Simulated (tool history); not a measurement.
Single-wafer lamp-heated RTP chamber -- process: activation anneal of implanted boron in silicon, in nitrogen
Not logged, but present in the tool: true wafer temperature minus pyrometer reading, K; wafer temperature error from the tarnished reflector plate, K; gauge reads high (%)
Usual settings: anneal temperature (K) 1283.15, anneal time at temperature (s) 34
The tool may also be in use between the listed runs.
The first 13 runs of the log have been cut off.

run   hour  anneal temperature (K)  anneal time at temperature (s)  wafers since the last listed run  wafers since the last pyrometer calibration  wafers since the reflector plate was cleaned  hours since the gauge calibration  read-back reference wafer on the same gauge, sheet resistance  sheet resistance of the implanted and annealed layer (ohm/square)
 14  154.2                 1264.15                              34                               220                                         1241                                          4497                               23.1                                                         383.78                                                             410.05
 15  163.5                 1299.15                              34                               199                                         1441                                          4697                               32.4                                                         383.83                                                             405.25
 16  181.2                 1283.15                              34                               379                                         1820                                          5076                               50.1                                                          383.9                                                             407.63
 17  188.7                 1283.15                              24                               160                                         1981                                          5237                               57.6                                                         383.69                                                             407.06
 18  204.6                 1264.15                              20                               341                                         2322                                          5578                               73.5                                                         383.78                                                             413.63
 19  215.6                 1312.15                              34                               235                                         2558                                          5814                               84.5                                                         383.77                                                             404.49
 20  223.3                 1283.15                              19                               165                                         2724                                          5980                               92.2                                                         383.88                                                             407.81
 21  230.9                 1292.15                              39                               163                                         2887                                          6143                               99.8                                                         383.66                                                             404.76
 22  246.4                 1283.15                              34                               332                                         3219                                          6475                              115.3                                                         383.76                                                             406.94
 23  261.5                 1260.15                              15                               323                                         3543                                          6799                              130.4                                                         383.63                                                             417.33
 24  277.1                 1283.15                              34                               334                                         3878                                          7134                                146                                                         383.61                                                             407.31
 25  287.9                 1274.15                              18                               231                                         4110                                          7366                              156.8                                                         383.56                                                             410.27
     305.5  -- reflector plate cleaned
 26    306                 1308.15                              15                               216                                         4326                                             9                              174.9                                                         383.49                                                             404.93
 27  310.1                 1283.15                              26                                87                                         4414                                            97                                179                                                         383.49                                                             407.36
     319.4  -- pyrometer window cleaned and pyrometer calibrated
 28  325.9                 1283.15                              34                               167                                          140                                           265                              194.8                                                         383.44                                                              407.2
 29  333.8                 1306.15                              24                               169                                          309                                           434                              202.7                                                         383.43                                                             405.01
 30  343.2                 1283.15                              27                               201                                          511                                           636                              212.1                                                          383.3                                                             406.21
 31    360                 1307.15                              19                               360                                          871                                           996                              228.9                                                         383.22                                                             406.09
 32  366.5                 1308.15                              34                               139                                         1011                                          1136                              235.4                                                         383.26                                                             404.41
 33  372.8                 1283.15                              34                               135                                         1146                                          1271                              241.7                                                          383.1                                                             404.91
 34  379.2                 1283.15                              34                               137                                         1283                                          1408                              248.1                                                         383.17                                                             405.42
 35  395.5                 1295.15                              17                               349                                         1633                                          1758                              264.4                                                         383.07                                                             406.35
 36  408.1                 1306.15                              25                               270                                         1903                                          2028                                277                                                          382.8                                                             404.54

What if the next run were any one of these 5? Each begins from the tool's condition after run 36:
  A  408.5                 1283.15                              48                                 8                                         1912                                          2037                              277.4                                                              ?                                                                  ?
  B  408.5                 1260.15                              27                                 8                                         1912                                          2037                              277.4                                                              ?                                                                  ?
  C  408.5                 1275.15                              50                                 8                                         1912                                          2037                              277.4                                                              ?                                                                  ?
  D  408.5                 1283.15                              51                                 8                                         1912                                          2037                              277.4                                                              ?                                                                  ?
  E  408.5                 1303.15                              24                                 8                                         1912                                          2037                              277.4                                                              ?                                                                  ?

run  read-back reference wafer on the same gauge, sheet resistance  sheet resistance of the implanted and annealed layer (ohm/square)
  A                                                         382.87                                                              404.8
  B                                                         382.87                                                             413.36
  C                                                         382.87                                                             405.86
  D                                                         382.87                                                             404.63
  E                                                         382.87                                                             404.88
Take away the tool's hidden state, keep each run's random variation, and the runs would have read:
run  sheet resistance of the implanted and annealed layer (ohm/square)
  A                                                             405.95
  B                                                             414.54
  C                                                             407.02
  D                                                             405.79
  E                                                             406.03
